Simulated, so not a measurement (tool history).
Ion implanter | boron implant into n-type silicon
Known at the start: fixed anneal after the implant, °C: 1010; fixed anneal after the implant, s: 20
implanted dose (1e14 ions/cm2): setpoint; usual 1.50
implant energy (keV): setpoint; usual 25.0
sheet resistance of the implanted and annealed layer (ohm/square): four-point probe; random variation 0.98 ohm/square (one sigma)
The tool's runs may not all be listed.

run,day,implanted dose (1e14 ions/cm2),implant energy (keV),wafers since the last listed run,hours since the last dose calibration,hours since the extraction supply was calibrated,hours since the gauge calibration,"read-back reference wafer on the same gauge, sheet resistance",sheet resistance of the implanted and annealed layer (ohm/square)
1,0.000,1.50,25.0,0,490.5,3047.8,2227.6,501.01,481.03
2,4.500,1.50,25.0,1781,598.5,3155.8,2335.6,500.66,481.86
3,7.071,1.36,25.0,1017,660.2,3217.5,2397.3,500.71,519.19
4,9.025,1.36,25.0,773,707.1,3264.4,2444.2,501.31,521.15
5,12.288,1.50,25.0,1291,785.4,3342.7,2522.5,501.17,484.29
6,15.000,1.50,25.0,1073,850.5,3407.8,2587.6,501.19,486.46
7,16.912,1.50,25.0,757,896.4,3453.7,2633.5,500.98,485.88
8,20.512,1.50,25.0,1425,982.8,3540.1,2719.9,500.64,488.03
# day 21.758: Faraday cup replaced and dose calibrated
9,22.158,1.50,25.0,519,9.6,3579.6,2759.4,501.11,478.47
# day 23.075: gauge calibrated
10,24.779,1.50,25.0,1037,72.5,3642.5,40.9,501.38,477.09
11,28.346,1.50,25.0,1412,158.1,3728.1,126.5,501.37,481.05
12,30.138,1.50,25.0,709,201.1,3771.1,169.5,500.86,479.79
13,33.529,1.50,25.0,1342,282.5,3852.5,250.9,500.68,478.17
14,37.492,1.50,25.0,1568,377.6,3947.6,346.0,501.17,479.33
15,40.367,1.50,25.0,1138,446.6,4016.6,415.0,501.06,480.54
16,43.871,1.89,25.0,1387,530.7,4100.7,499.1,500.84,401.42
17,49.862,1.50,25.0,2372,674.5,4244.5,642.9,500.95,483.62
18,53.154,1.94,32.0,1303,753.5,4323.5,721.9,501.18,381.60
# day 56.954: Faraday cup replaced and dose calibrated
19,56.975,1.37,28.5,1380,0.5,4415.2,813.6,500.93,501.00
20,59.808,1.84,18.0,1121,68.5,4483.2,881.6,500.79,426.41
21,61.617,1.08,25.0,715,111.9,4526.6,925.0,500.71,613.51
22,64.200,1.50,25.0,1022,173.9,4588.6,987.0,500.89,476.83
23,68.288,1.90,33.0,1618,272.0,4686.7,1085.1,501.07,382.28
24,70.333,1.64,29.0,809,321.1,4735.8,1134.2,500.92,437.27
25,73.450,1.50,25.0,1233,395.9,4810.6,1209.0,501.06,479.82
26,76.375,1.19,25.0,1158,466.1,4880.8,1279.2,501.01,572.59
# day 78.983: extraction supply calibrated
27,79.004,1.88,18.0,908,529.2,0.5,1342.3,500.91,420.51
28,82.192,1.17,33.0,1261,605.7,77.0,1418.8,501.04,552.36
29,85.746,1.35,33.5,1407,691.0,162.3,1504.1,501.06,498.74
30,88.262,1.50,25.0,996,751.4,222.7,1564.5,500.91,484.35
31,92.658,1.29,25.0,1740,856.9,328.2,1670.0,501.13,545.22
# day 94.721: Faraday cup replaced and dose calibrated
32,95.662,1.22,18.5,1057,22.6,400.3,1742.1,500.93,588.49
33,99.171,1.50,31.5,1388,106.8,484.5,1826.3,500.81,461.79
34,101.088,1.71,32.0,758,152.8,530.5,1872.3,501.14,417.67
35,105.367,1.50,30.0,1694,255.5,633.2,1975.0,500.88,466.99
36,108.475,1.34,32.0,1230,330.1,707.8,2049.6,501.06,500.65

How the hidden state differs across the entries between the runs, from the last listed run before each to the first after it:
Between runs 8 and 9: Faraday cup replaced and dose calibrated (day 21.758)
  deviation of the true dose from the Faraday cup's reading, %: -2.39 -> 0.101
  measured less the result without the state, sheet resistance of the implanted and annealed layer (ohm/square): +9.00 -> -0.37
Between runs 9 and 10: gauge calibrated (day 23.075)
  deviation of the true dose from the Faraday cup's reading, %: 0.101 -> 0.0865
  measured less the result without the state, sheet resistance of the implanted and annealed layer (ohm/square): -0.37 -> -0.31
Between runs 18 and 19: Faraday cup replaced and dose calibrated (day 56.954)
  deviation of the true dose from the Faraday cup's reading, %: -1.5 -> 0.29
  measured less the result without the state, sheet resistance of the implanted and annealed layer (ohm/square): +4.39 -> -1.09
Between runs 26 and 27: extraction supply calibrated (day 78.983)
  deviation of the true dose from the Faraday cup's reading, %: -0.324 -> -0.502
  measured less the result without the state, sheet resistance of the implanted and annealed layer (ohm/square): +1.39 -> +1.71
Between runs 31 and 32: Faraday cup replaced and dose calibrated (day 94.721)
  deviation of the true dose from the Faraday cup's reading, %: -1.79 -> 0.216
  measured less the result without the state, sheet resistance of the implanted and annealed layer (ohm/square): +7.40 -> -0.99
